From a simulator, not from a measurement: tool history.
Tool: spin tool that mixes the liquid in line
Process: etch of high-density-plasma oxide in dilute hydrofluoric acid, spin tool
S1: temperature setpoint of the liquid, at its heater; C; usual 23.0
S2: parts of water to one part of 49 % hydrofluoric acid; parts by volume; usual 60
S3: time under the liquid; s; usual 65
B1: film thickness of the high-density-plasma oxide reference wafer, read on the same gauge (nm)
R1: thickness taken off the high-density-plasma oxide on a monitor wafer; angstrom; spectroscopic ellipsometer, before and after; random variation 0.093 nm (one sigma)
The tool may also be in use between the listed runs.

run    hour    S1  S2   S3      B1     R1
  1     0.0  23.0  60   55  119.99   91.7
  2    71.9  23.0  60   65  120.06  110.5
  3   163.4  23.0  60   65  119.99  109.4
  4   242.6  20.0  60   65  119.96   96.9
  5   314.4  23.0  60   65  119.98  107.8
  6   413.9  23.0  60   65  119.97  108.2
  7   482.0  21.0  60   65  119.99  101.6
  8   535.3  21.0  60   65  120.00  101.3
  9   608.7  23.0  60   65  120.03  109.5
 10   664.3  23.0  40   90  119.97  233.1
 11   721.0  23.0  60   65  119.95  110.9
 12   761.7  26.5  45   25  120.00   66.0
 13   855.5  19.5  60   65  119.98   93.6
 14   941.9  27.0  85   65  119.99   87.9
 15  1028.2  23.0  60   65  119.99  109.9
 16  1089.5  26.5  60   75  119.97  147.5
 17  1171.1  21.5  35   30  119.99   84.1
 18  1246.4  25.0  40   30  119.99   83.2
 19  1285.2  21.0  60  105  119.99  166.4

Not shown: 3 entries that the log had between the listed runs. Between which runs, and how does the tool's hidden state differ before and after?
Between runs 8 and 9: hydrofluoric acid flow meter replaced (hour 590.1)
  no hidden state differs between the two runs
Between runs 11 and 12: gauge calibrated (hour 758.8)
  no hidden state differs between the two runs
Between runs 12 and 13: thermometer replaced (hour 834.3)
  no hidden state differs between the two runs
